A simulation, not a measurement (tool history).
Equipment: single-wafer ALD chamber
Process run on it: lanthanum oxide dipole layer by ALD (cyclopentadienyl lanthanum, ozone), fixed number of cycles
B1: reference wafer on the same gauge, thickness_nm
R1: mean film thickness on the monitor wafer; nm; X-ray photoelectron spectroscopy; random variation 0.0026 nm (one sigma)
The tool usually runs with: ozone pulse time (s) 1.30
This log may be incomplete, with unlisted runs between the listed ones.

Run 1, hour 0.0: usual settings but ozone pulse time (s) 0.92; B1 0.521. Result: R1 0.523 nm.
Run 2, hour 70.4: usual settings but ozone pulse time (s) 0.92; B1 0.521. Result: R1 0.521 nm.
Run 3, hour 120.4: usual settings but ozone pulse time (s) 1.65; B1 0.521. Result: R1 0.599 nm.
Run 4, hour 175.1: usual settings but ozone pulse time (s) 1.65; B1 0.521. Result: R1 0.600 nm.
Run 5, hour 214.6: usual settings but ozone pulse time (s) 1.65; B1 0.521. Result: R1 0.599 nm.
Run 6, hour 273.9: usual settings; B1 0.521. Result: R1 0.570 nm.
Run 7, hour 320.3: usual settings; B1 0.522. Result: R1 0.568 nm.
Run 8, hour 376.9: usual settings; B1 0.520. Result: R1 0.569 nm.
Run 9, hour 407.0: usual settings but ozone pulse time (s) 1.70; B1 0.522. Result: R1 0.596 nm.
At hour 445.6: showerhead replaced.
Run 10, hour 446.1: usual settings but ozone pulse time (s) 1.60; B1 0.521. Result: R1 0.590 nm.
Run 11, hour 481.9: usual settings but ozone pulse time (s) 0.87; B1 0.520. Result: R1 0.496 nm.
Run 12, hour 517.0: usual settings; B1 0.522. Result: R1 0.564 nm.
Run 13, hour 668.1: usual settings; B1 0.520. Result: R1 0.559 nm.
At hour 711.2: ozone generator serviced.
Run 14, hour 729.5: usual settings but ozone pulse time (s) 1.06; B1 0.522. Result: R1 0.558 nm.
Run 15, hour 796.9: usual settings but ozone pulse time (s) 1.07; B1 0.521. Result: R1 0.557 nm.
Run 16, hour 867.5: usual settings but ozone pulse time (s) 1.69; B1 0.520. Result: R1 0.609 nm.
At hour 889.0: thermocouple changed; heater temperature recalibrated.
Run 17, hour 1052.2: usual settings but ozone pulse time (s) 1.72; B1 0.521. Result: R1 0.607 nm.
Run 18, hour 1115.5: usual settings but ozone pulse time (s) 1.11; B1 0.520. Result: R1 0.561 nm.
Run 19, hour 1140.1: usual settings; B1 0.521. Result: R1 0.584 nm.
Run 20, hour 1170.9: usual settings but ozone pulse time (s) 1.77; B1 0.521. Result: R1 0.609 nm.
Run 21, hour 1219.4: usual settings but ozone pulse time (s) 1.52; B1 0.521. Result: R1 0.598 nm.
Run 22, hour 1271.6: usual settings but ozone pulse time (s) 0.86; B1 0.520. Result: R1 0.519 nm.
At hour 1288.0: gauge calibrated.
Run 23, hour 1338.8: usual settings; B1 0.520. Result: R1 0.576 nm.
Run 24, hour 1405.3: usual settings; B1 0.521. Result: R1 0.577 nm.
Run 25, hour 1430.3: usual settings but ozone pulse time (s) 1.77; B1 0.520. Result: R1 0.604 nm.
Run 26, hour 1490.3: usual settings but ozone pulse time (s) 1.57; B1 0.521. Result: R1 0.603 nm.
Run 27, hour 1521.8: usual settings; B1 0.521. Result: R1 0.576 nm.
Run 28, hour 1580.1: usual settings; B1 0.521. Result: R1 0.579 nm.
Run 29, hour 1612.0: usual settings but ozone pulse time (s) 1.65; B1 0.521. Result: R1 0.603 nm.
Run 30, hour 1669.9: usual settings but ozone pulse time (s) 0.88; B1 0.521. Result: R1 0.516 nm.
Run 31, hour 1731.6: usual settings but ozone pulse time (s) 1.76; B1 0.521. Result: R1 0.608 nm.
Run 32, hour 1883.2: usual settings; B1 0.520. Result: R1 0.569 nm.
Run 33, hour 1907.4: usual settings but ozone pulse time (s) 0.85; B1 0.521. Result: R1 0.505 nm.
Run 34, hour 1973.1: usual settings but ozone pulse time (s) 1.64; B1 0.521. Result: R1 0.598 nm.

How would selected steps in R1 from run to run divide? Give the signed amount a tool lacking its hidden state would still show from settings, what came in and random variation, and the signed amount left for the hidden state, including any gauge scatter that is not in both of the compared results.
Unlogged tool condition in this case: wafer temperature above the value expected at the setpoint (K); ozone dose above that of a generator just serviced (%); gauge reads high (%).
Run 10 -> 11: ozone pulse time (s) 1.60 -> 0.87. R1 -0.094 nm: hidden state -0.015, all else -0.079.
Run 13 -> 14: ozone pulse time (s) 1.30 -> 1.06, ozone generator serviced. R1 -0.001 nm: hidden state +0.024, all else -0.025.
Run 30 -> 31: ozone pulse time (s) 0.88 -> 1.76. R1 +0.092 nm: hidden state +0.007, all else +0.085.
Run 33 -> 34: ozone pulse time (s) 0.85 -> 1.64. R1 +0.093 nm: hidden state +0.010, all else +0.083.
